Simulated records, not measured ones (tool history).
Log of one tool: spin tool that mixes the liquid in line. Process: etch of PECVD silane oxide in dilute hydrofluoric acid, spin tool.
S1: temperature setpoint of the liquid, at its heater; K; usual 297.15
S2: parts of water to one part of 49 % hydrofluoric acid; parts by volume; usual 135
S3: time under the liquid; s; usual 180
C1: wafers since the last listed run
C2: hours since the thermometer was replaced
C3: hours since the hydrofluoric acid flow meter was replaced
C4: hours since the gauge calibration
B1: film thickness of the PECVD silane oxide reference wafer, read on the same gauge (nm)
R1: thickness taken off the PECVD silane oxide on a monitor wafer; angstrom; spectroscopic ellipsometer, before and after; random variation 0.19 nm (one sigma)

Run 1, hour 0.0: usual settings; C1 0; C2 1371.6; C3 1551.6; C4 638.1; B1 100.00. Result: R1 222.7 angstrom.
Run 2, hour 40.6: usual settings; C1 317; C2 1412.2; C3 1592.2; C4 678.7; B1 99.95. Result: R1 224.3 angstrom.
Run 3, hour 74.7: usual settings; C1 266; C2 1446.3; C3 1626.3; C4 712.8; B1 100.00. Result: R1 226.6 angstrom.
Run 4, hour 142.7: usual settings but S1 295.65 K, S2 115 parts by volume; C1 531; C2 1514.3; C3 1694.3; C4 780.8; B1 99.93. Result: R1 250.0 angstrom.
Run 5, hour 199.5: usual settings but S1 295.65 K, S2 115 parts by volume; C1 444; C2 1571.1; C3 1751.1; C4 837.6; B1 100.01. Result: R1 251.2 angstrom.
Run 6, hour 230.7: usual settings; C1 243; C2 1602.3; C3 1782.3; C4 868.8; B1 99.99. Result: R1 226.2 angstrom.
Run 7, hour 283.8: usual settings; C1 415; C2 1655.4; C3 1835.4; C4 921.9; B1 100.05. Result: R1 228.9 angstrom.
Run 8, hour 309.0: usual settings; C1 197; C2 1680.6; C3 1860.6; C4 947.1; B1 99.96. Result: R1 228.7 angstrom.
Run 9, hour 345.3: usual settings; C1 283; C2 1716.9; C3 1896.9; C4 983.4; B1 100.00. Result: R1 227.0 angstrom.
Run 10, hour 479.3: usual settings; C1 1047; C2 1850.9; C3 2030.9; C4 1117.4; B1 100.02. Result: R1 227.5 angstrom.
Run 11, hour 520.6: usual settings; C1 322; C2 1892.2; C3 2072.2; C4 1158.7; B1 100.06. Result: R1 229.1 angstrom.
Run 12, hour 552.5: usual settings; C1 249; C2 1924.1; C3 2104.1; C4 1190.6; B1 100.01. Result: R1 228.2 angstrom.
Run 13, hour 621.9: usual settings; C1 542; C2 1993.5; C3 2173.5; C4 1260.0; B1 99.99. Result: R1 228.4 angstrom.
Run 14, hour 675.2: usual settings; C1 416; C2 2046.8; C3 2226.8; C4 1313.3; B1 99.99. Result: R1 229.9 angstrom.
Run 15, hour 725.7: usual settings but S1 301.65 K, S2 165 parts by volume, S3 240 s; C1 394; C2 2097.3; C3 2277.3; C4 1363.8; B1 100.00. Result: R1 287.6 angstrom.
Run 16, hour 754.5: usual settings; C1 225; C2 2126.1; C3 2306.1; C4 1392.6; B1 100.04. Result: R1 231.5 angstrom.
Run 17, hour 793.4: usual settings but S1 301.15 K, S2 205 parts by volume, S3 115 s; C1 304; C2 2165.0; C3 2345.0; C4 1431.5; B1 100.05. Result: R1 103.1 angstrom.
Run 18, hour 855.5: usual settings; C1 485; C2 2227.1; C3 2407.1; C4 1493.6; B1 99.96. Result: R1 234.0 angstrom.
At hour 860.6: hydrofluoric acid flow meter replaced.
Run 19, hour 907.1: usual settings but S1 300.15 K, S2 185 parts by volume; C1 395; C2 2278.7; C3 46.5; C4 1545.2; B1 99.97. Result: R1 180.1 angstrom.
Run 20, hour 938.6: usual settings; C1 246; C2 2310.2; C3 78.0; C4 1576.7; B1 99.99. Result: R1 235.1 angstrom.
Run 21, hour 986.4: usual settings but S1 300.65 K, S2 170 parts by volume; C1 373; C2 2358.0; C3 125.8; C4 1624.5; B1 99.98. Result: R1 198.0 angstrom.
At hour 1127.2: gauge calibrated.
At hour 1142.5: thermometer replaced.
Run 22, hour 1197.2: usual settings but S1 301.15 K, S2 160 parts by volume, S3 235 s; C1 1640; C2 54.7; C3 336.6; C4 70.0; B1 99.93. Result: R1 261.8 angstrom.
Run 23, hour 1227.3: usual settings but S2 190 parts by volume, S3 270 s; C1 235; C2 84.8; C3 366.7; C4 100.1; B1 100.01. Result: R1 211.9 angstrom.
Run 24, hour 1257.3: usual settings but S1 299.15 K, S2 155 parts by volume; C1 234; C2 114.8; C3 396.7; C4 130.1; B1 100.01. Result: R1 196.8 angstrom.
Run 25, hour 1328.5: usual settings but S1 294.65 K, S2 175 parts by volume, S3 130 s; C1 556; C2 186.0; C3 467.9; C4 201.3; B1 99.99. Result: R1 103.8 angstrom.
Run 26, hour 1394.6: usual settings but S1 300.65 K; C1 516; C2 252.1; C3 534.0; C4 267.4; B1 100.04. Result: R1 241.3 angstrom.
Run 27, hour 1568.1: usual settings but S1 301.15 K, S3 90 s; C1 1356; C2 425.6; C3 707.5; C4 440.9; B1 99.99. Result: R1 126.2 angstrom.
Run 28, hour 1638.5: usual settings but S1 301.15 K, S2 205 parts by volume, S3 115 s; C1 550; C2 496.0; C3 777.9; C4 511.3; B1 99.98. Result: R1 95.9 angstrom.
Run 29, hour 1697.1: usual settings but S1 295.65 K; C1 458; C2 554.6; C3 836.5; C4 569.9; B1 99.99. Result: R1 203.6 angstrom.

5 ways to go on from here, each from the tool as it stands after run 29. What would each give?
Run A, hour 1697.6: usual settings but S1 293.65 K; C1 3; C2 555.1; C3 837.0; C4 570.4; B1 ?. Result: R1 ?.
Run B, hour 1697.6: usual settings but S1 301.15 K, S2 190 parts by volume, S3 150 s; C1 3; C2 555.1; C3 837.0; C4 570.4; B1 ?. Result: R1 ?.
Run C, hour 1697.6: usual settings but S2 190 parts by volume; C1 3; C2 555.1; C3 837.0; C4 570.4; B1 ?. Result: R1 ?.
Run D, hour 1697.6: usual settings but S3 80 s; C1 3; C2 555.1; C3 837.0; C4 570.4; B1 ?. Result: R1 ?.
Run E, hour 1697.6: usual settings but S2 160 parts by volume; C1 3; C2 555.1; C3 837.0; C4 570.4; B1 ?. Result: R1 ?.

run     B1     R1
  A  99.96  188.1
  B  99.96  138.5
  C  99.96  143.9
  D  99.96   95.8
  E  99.96  176.7
Without the tool's hidden state the same runs would have given:
run     R1
  A  183.3
  B  135.4
  C  140.5
  D   93.5
  E  172.4
